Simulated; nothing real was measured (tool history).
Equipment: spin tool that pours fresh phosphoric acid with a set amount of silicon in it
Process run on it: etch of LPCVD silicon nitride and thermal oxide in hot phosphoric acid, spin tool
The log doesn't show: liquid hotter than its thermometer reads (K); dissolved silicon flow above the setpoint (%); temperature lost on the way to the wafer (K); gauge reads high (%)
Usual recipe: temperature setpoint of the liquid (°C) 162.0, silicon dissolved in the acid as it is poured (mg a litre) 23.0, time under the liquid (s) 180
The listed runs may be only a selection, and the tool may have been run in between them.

| run | day | temperature setpoint of the liquid (°C) | silicon dissolved in the acid as it is poured (mg a litre) | time under the liquid (s) | wafers since the last listed run | hours since the thermometer was replaced | hours since the dissolved silicon flow meter was replaced | hours since the heated supply line was repaired | hours since the gauge calibration | read-back film thickness of the LPCVD silicon nitride reference wafer, read on the same gauge (nm) | read-back film thickness of the thermal oxide reference wafer, read on the same gauge (nm) | thickness taken off the LPCVD silicon nitride on a monitor wafer (nm) | thickness taken off the thermal oxide on a monitor wafer (nm) |
|---|---|---|---|---|---|---|---|---|---|---|---|---|---|
| 1 | 0.000 | 162.0 | 23.0 | 180 | 0 | 1456.6 | 1844.2 | 389.4 | 5.1 | 49.96 | 39.995 | 12.44 | 0.316 |
| 2 | 0.700 | 162.0 | 23.0 | 180 | 154 | 1473.4 | 1861.0 | 406.2 | 21.9 | 50.01 | 39.995 | 12.38 | 0.362 |
| 3 | 1.312 | 162.0 | 23.0 | 180 | 134 | 1488.1 | 1875.7 | 420.9 | 36.6 | 50.01 | 40.002 | 12.36 | 0.321 |
|  | 1.604 | thermometer replaced |
| 4 | 2.054 | 160.0 | 23.0 | 260 | 154 | 10.8 | 1893.5 | 438.7 | 54.4 | 49.99 | 39.989 | 16.89 | 0.388 |
| 5 | 2.408 | 163.0 | 38.5 | 215 | 78 | 19.3 | 1902.0 | 447.2 | 62.9 | 49.98 | 40.000 | 15.44 | 0.218 |
| 6 | 3.100 | 162.0 | 23.0 | 180 | 152 | 35.9 | 1918.6 | 463.8 | 79.5 | 49.98 | 39.994 | 12.40 | 0.346 |
| 7 | 3.729 | 165.0 | 23.0 | 245 | 138 | 51.0 | 1933.7 | 478.9 | 94.6 | 50.03 | 39.997 | 18.85 | 0.600 |
| 8 | 4.254 | 162.0 | 23.0 | 150 | 115 | 63.6 | 1946.3 | 491.5 | 107.2 | 49.97 | 39.995 | 10.33 | 0.284 |
| 9 | 4.800 | 164.0 | 31.0 | 280 | 120 | 76.7 | 1959.4 | 504.6 | 120.3 | 49.96 | 39.998 | 20.74 | 0.470 |
| 10 | 5.142 | 162.0 | 23.0 | 180 | 75 | 84.9 | 1967.6 | 512.8 | 128.5 | 49.99 | 39.995 | 12.33 | 0.351 |
| 11 | 5.854 | 159.0 | 11.5 | 280 | 157 | 102.0 | 1984.7 | 529.9 | 145.6 | 49.99 | 40.000 | 17.39 | 0.509 |
|  | 6.162 | heated supply line repaired |
| 12 | 6.196 | 164.5 | 37.0 | 180 | 66 | 110.2 | 1992.9 | 0.8 | 153.8 | 50.01 | 40.003 | 14.05 | 0.214 |
| 13 | 6.538 | 162.0 | 8.5 | 180 | 75 | 118.4 | 2001.1 | 9.0 | 162.0 | 50.00 | 39.996 | 12.89 | 0.609 |
| 14 | 6.904 | 163.5 | 23.0 | 180 | 80 | 127.2 | 2009.9 | 17.8 | 170.8 | 50.00 | 40.008 | 13.64 | 0.378 |
|  | 7.067 | dissolved silicon flow meter replaced |
| 15 | 9.075 | 160.5 | 17.5 | 275 | 469 | 179.3 | 48.2 | 69.9 | 222.9 | 50.00 | 40.007 | 18.71 | 0.560 |
| 16 | 9.792 | 163.5 | 39.0 | 180 | 157 | 196.5 | 65.4 | 87.1 | 240.1 | 49.94 | 39.983 | 13.34 | 0.226 |
| 17 | 10.200 | 160.5 | 23.0 | 180 | 89 | 206.3 | 75.2 | 96.9 | 249.9 | 50.06 | 39.988 | 12.25 | 0.335 |
| 18 | 10.646 | 164.0 | 35.5 | 120 | 98 | 217.0 | 85.9 | 107.6 | 260.6 | 50.05 | 39.996 | 9.13 | 0.161 |
| 19 | 10.975 | 159.5 | 23.0 | 150 | 72 | 224.9 | 93.8 | 115.5 | 268.5 | 50.03 | 39.997 | 9.81 | 0.257 |
| 20 | 11.692 | 162.0 | 23.0 | 120 | 157 | 242.1 | 111.0 | 132.7 | 285.7 | 49.97 | 39.988 | 8.52 | 0.236 |
| 21 | 12.204 | 162.0 | 23.0 | 230 | 112 | 254.4 | 123.3 | 145.0 | 298.0 | 50.00 | 40.008 | 16.43 | 0.435 |
| 22 | 12.458 | 162.0 | 23.0 | 180 | 56 | 260.5 | 129.4 | 151.1 | 304.1 | 50.00 | 39.998 | 12.82 | 0.283 |

Alternative continuations, all from the tool just after run 22; predict every row:
| A | 12.479 | 160.0 | 23.0 | 180 | 4 | 261.0 | 129.9 | 151.6 | 304.6 | ? | ? | ? | ? |
| B | 12.479 | 159.5 | 14.5 | 180 | 4 | 261.0 | 129.9 | 151.6 | 304.6 | ? | ? | ? | ? |
| C | 12.479 | 162.0 | 23.0 | 140 | 4 | 261.0 | 129.9 | 151.6 | 304.6 | ? | ? | ? | ? |
| D | 12.479 | 164.5 | 8.0 | 280 | 4 | 261.0 | 129.9 | 151.6 | 304.6 | ? | ? | ? | ? |

| run | read-back film thickness of the LPCVD silicon nitride reference wafer, read on the same gauge (nm) | read-back film thickness of the thermal oxide reference wafer, read on the same gauge (nm) | thickness taken off the LPCVD silicon nitride on a monitor wafer (nm) | thickness taken off the thermal oxide on a monitor wafer (nm) |
|---|---|---|---|---|
| A | 50.00 | 40.012 | 12.07 | 0.319 |
| B | 50.00 | 40.012 | 11.87 | 0.389 |
| C | 50.00 | 40.012 | 10.04 | 0.287 |
| D | 50.00 | 40.012 | 21.81 | 1.014 |
Without the tool's unlogged condition, the same runs would have read:
| run | thickness taken off the LPCVD silicon nitride on a monitor wafer (nm) | thickness taken off the thermal oxide on a monitor wafer (nm) |
|---|---|---|
| A | 12.30 | 0.332 |
| B | 12.10 | 0.405 |
| C | 10.23 | 0.300 |
| D | 22.22 | 1.057 |
